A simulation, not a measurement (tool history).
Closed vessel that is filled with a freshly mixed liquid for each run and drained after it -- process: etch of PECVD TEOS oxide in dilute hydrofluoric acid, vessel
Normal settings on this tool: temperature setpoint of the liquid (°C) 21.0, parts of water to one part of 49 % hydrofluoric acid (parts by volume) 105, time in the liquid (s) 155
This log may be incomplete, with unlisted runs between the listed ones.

| run | hour | temperature setpoint of the liquid (°C) | parts of water to one part of 49 % hydrofluoric acid (parts by volume) | time in the liquid (s) | wafers since the last listed run | hours since the thermometer was replaced | hours since the hydrofluoric acid flow meter was replaced | hours since the gauge calibration | read-back film thickness of the PECVD TEOS oxide reference wafer, read on the same gauge (nm) | thickness taken off the PECVD TEOS oxide on a monitor wafer (angstrom) |
|---|---|---|---|---|---|---|---|---|---|---|
| 1 | 0.0 | 21.0 | 105 | 155 | 0 | 1756.9 | 832.7 | 64.1 | 140.01 | 218.6 |
| 2 | 34.1 | 21.0 | 105 | 155 | 1931 | 1791.0 | 866.8 | 98.2 | 139.98 | 219.7 |
| 3 | 67.2 | 21.0 | 105 | 155 | 1875 | 1824.1 | 899.9 | 131.3 | 139.97 | 219.7 |
| 4 | 107.1 | 21.0 | 105 | 155 | 2260 | 1864.0 | 939.8 | 171.2 | 139.99 | 218.1 |
| 5 | 298.2 | 21.0 | 105 | 155 | 10826 | 2055.1 | 1130.9 | 362.3 | 139.98 | 218.8 |
| 6 | 479.7 | 24.5 | 75 | 155 | 10283 | 2236.6 | 1312.4 | 543.8 | 140.01 | 361.3 |
| 7 | 526.4 | 24.5 | 75 | 155 | 2645 | 2283.3 | 1359.1 | 590.5 | 140.02 | 359.2 |
| 8 | 557.4 | 24.5 | 105 | 155 | 1756 | 2314.3 | 1390.1 | 621.5 | 140.05 | 250.2 |
| 9 | 588.5 | 21.0 | 85 | 155 | 1761 | 2345.4 | 1421.2 | 652.6 | 140.04 | 272.3 |
| 10 | 621.1 | 24.5 | 75 | 155 | 1846 | 2378.0 | 1453.8 | 685.2 | 139.99 | 362.5 |
| 11 | 656.9 | 21.0 | 105 | 155 | 2028 | 2413.8 | 1489.6 | 721.0 | 139.99 | 213.1 |
|  | 699.4 | thermometer replaced |
|  | 797.0 | hydrofluoric acid flow meter replaced |
| 12 | 849.4 | 21.0 | 140 | 80 | 10792 | 150.0 | 52.4 | 913.5 | 139.97 | 75.7 |
| 13 | 918.9 | 21.0 | 105 | 115 | 3937 | 219.5 | 121.9 | 983.0 | 140.04 | 149.1 |
|  | 959.9 | gauge calibrated |
|  | 972.6 | thermometer replaced, repeated, since the last time left the tool worse |
| 14 | 1066.4 | 23.0 | 105 | 155 | 8300 | 93.8 | 269.4 | 106.5 | 140.02 | 251.5 |
| 15 | 1122.4 | 17.0 | 130 | 70 | 3172 | 149.8 | 325.4 | 162.5 | 140.02 | 68.8 |
| 16 | 1154.8 | 23.5 | 105 | 235 | 1835 | 182.2 | 357.8 | 194.9 | 139.95 | 384.6 |
| 17 | 1216.6 | 21.0 | 135 | 155 | 3501 | 244.0 | 419.6 | 256.7 | 140.00 | 171.0 |
| 18 | 1255.6 | 21.0 | 105 | 155 | 2209 | 283.0 | 458.6 | 295.7 | 139.97 | 227.4 |

Predict each of these 4 candidate next runs independently; none follows another, all start after run 18:
| A | 1256.3 | 21.0 | 105 | 60 | 39 | 283.7 | 459.3 | 296.4 | ? | ? |
| B | 1256.3 | 21.0 | 80 | 200 | 39 | 283.7 | 459.3 | 296.4 | ? | ? |
| C | 1256.3 | 24.5 | 135 | 80 | 39 | 283.7 | 459.3 | 296.4 | ? | ? |
| D | 1256.3 | 23.5 | 70 | 210 | 39 | 283.7 | 459.3 | 296.4 | ? | ? |

| run | read-back film thickness of the PECVD TEOS oxide reference wafer, read on the same gauge (nm) | thickness taken off the PECVD TEOS oxide on a monitor wafer (angstrom) |
|---|---|---|
| A | 140.00 | 88.8 |
| B | 140.00 | 400.0 |
| C | 140.00 | 102.2 |
| D | 140.00 | 538.4 |
The same runs, with their run-to-run variation unchanged, on a tool lacking any hidden condition would have given:
| run | thickness taken off the PECVD TEOS oxide on a monitor wafer (angstrom) |
|---|---|
| A | 89.8 |
| B | 404.4 |
| C | 103.3 |
| D | 544.3 |
